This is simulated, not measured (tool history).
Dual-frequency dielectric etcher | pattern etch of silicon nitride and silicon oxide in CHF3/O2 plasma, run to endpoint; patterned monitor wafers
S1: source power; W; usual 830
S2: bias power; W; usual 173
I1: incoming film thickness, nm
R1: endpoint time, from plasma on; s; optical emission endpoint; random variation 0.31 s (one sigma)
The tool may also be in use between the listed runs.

run 1 day=0 | S1=830 S2=152 | I1=162.5 | R1=113.2
run 2 day=0.396 | S1=830 S2=152 | I1=162.2 | R1=113.1
run 3 day=1.138 | S1=830 S2=173 | I1=163 | R1=107.4
run 4 day=1.583 | S1=830 S2=139 | I1=164.5 | R1=120
run 5 day=3.625 | S1=830 S2=139 | I1=161.7 | R1=118.5
-- day=4.85 wet clean of the chamber
-- day=5.267 upper electrode replaced
run 6 day=5.288 | S1=830 S2=139 | I1=160.4 | R1=112.1
run 7 day=5.304 | S1=830 S2=173 | I1=162.1 | R1=102.4
run 8 day=6.771 | S1=830 S2=173 | I1=163.1 | R1=103.3
run 9 day=7.088 | S1=830 S2=173 | I1=163.1 | R1=103.5
-- day=7.754 source power generator calibrated
run 10 day=7.925 | S1=830 S2=173 | I1=161.6 | R1=102.5
run 11 day=8.317 | S1=830 S2=154 | I1=162.4 | R1=108.7
run 12 day=8.729 | S1=830 S2=151 | I1=163.2 | R1=110.2
run 13 day=9.246 | S1=830 S2=173 | I1=160 | R1=102.2

For run 14, what comes out?
run 14 day=9.767 | S1=1000 S2=139 | I1=162.1 | R1=?

{"run 14": {"R1": 103.5}}
Were there no unlogged condition in the tool, this run, its random variation unchanged, would have produced R1 102.3 s.
